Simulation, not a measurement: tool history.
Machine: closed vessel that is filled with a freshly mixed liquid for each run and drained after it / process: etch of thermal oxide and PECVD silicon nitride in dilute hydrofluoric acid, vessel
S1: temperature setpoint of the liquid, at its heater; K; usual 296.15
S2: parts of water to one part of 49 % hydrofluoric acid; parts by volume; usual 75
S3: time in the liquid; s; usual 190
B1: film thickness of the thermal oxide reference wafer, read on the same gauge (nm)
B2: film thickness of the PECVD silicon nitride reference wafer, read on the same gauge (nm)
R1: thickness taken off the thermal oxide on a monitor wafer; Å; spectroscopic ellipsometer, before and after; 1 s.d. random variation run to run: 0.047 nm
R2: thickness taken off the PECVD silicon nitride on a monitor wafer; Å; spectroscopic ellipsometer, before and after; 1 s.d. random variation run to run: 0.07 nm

run,hour,S1,S2,S3,B1,B2,R1,R2
1,0,296.15,75,140,50.01,70.01,80.3,60
2,57.1,296.15,75,140,50,69.97,80.3,59.2
3,117.9,296.15,75,190,50.01,70.01,108.1,80.3
4,145.6,296.15,75,190,50.04,69.99,108.7,79.6
5,234.9,296.15,75,190,49.97,70,107.9,80.9
6,292.2,296.15,75,190,49.99,69.98,107.1,81.5
# hour 325.1: thermometer replaced
7,342.7,296.15,75,190,49.99,70,108,80.3
8,392.3,293.15,75,190,49.99,70,94.2,65.4
9,426.8,296.15,75,190,49.99,69.99,107.2,80.7
# hour 450.8: hydrofluoric acid flow meter replaced
# hour 470.5: gauge calibrated
10,507.4,296.15,45,190,49.98,70.01,196.4,137.6
11,638,294.65,40,300,49.99,69.98,328.3,223.4
12,686.8,296.15,75,190,49.99,70.02,112.8,84.8
13,720.3,296.15,75,190,50.01,69.98,112.9,83.7
14,747.6,299.65,75,125,50.01,70.01,85.3,68.2
15,815,299.15,40,295,50.02,69.99,387.4,297.2

For each run, what was the tool's unlogged condition?
liquid colder than its thermometer reads (K): 0 on each run
gauge reads high (%): 0 on each run
H1: hydrofluoric acid flow below the setpoint (%)
run,H1
1,4.24
2,4.39
3,4.55
4,4.62
5,4.86
6,5.01
7,5.14
8,5.27
9,5.36
10,0.337
11,0.682
12,0.811
13,0.899
14,0.971
15,1.15
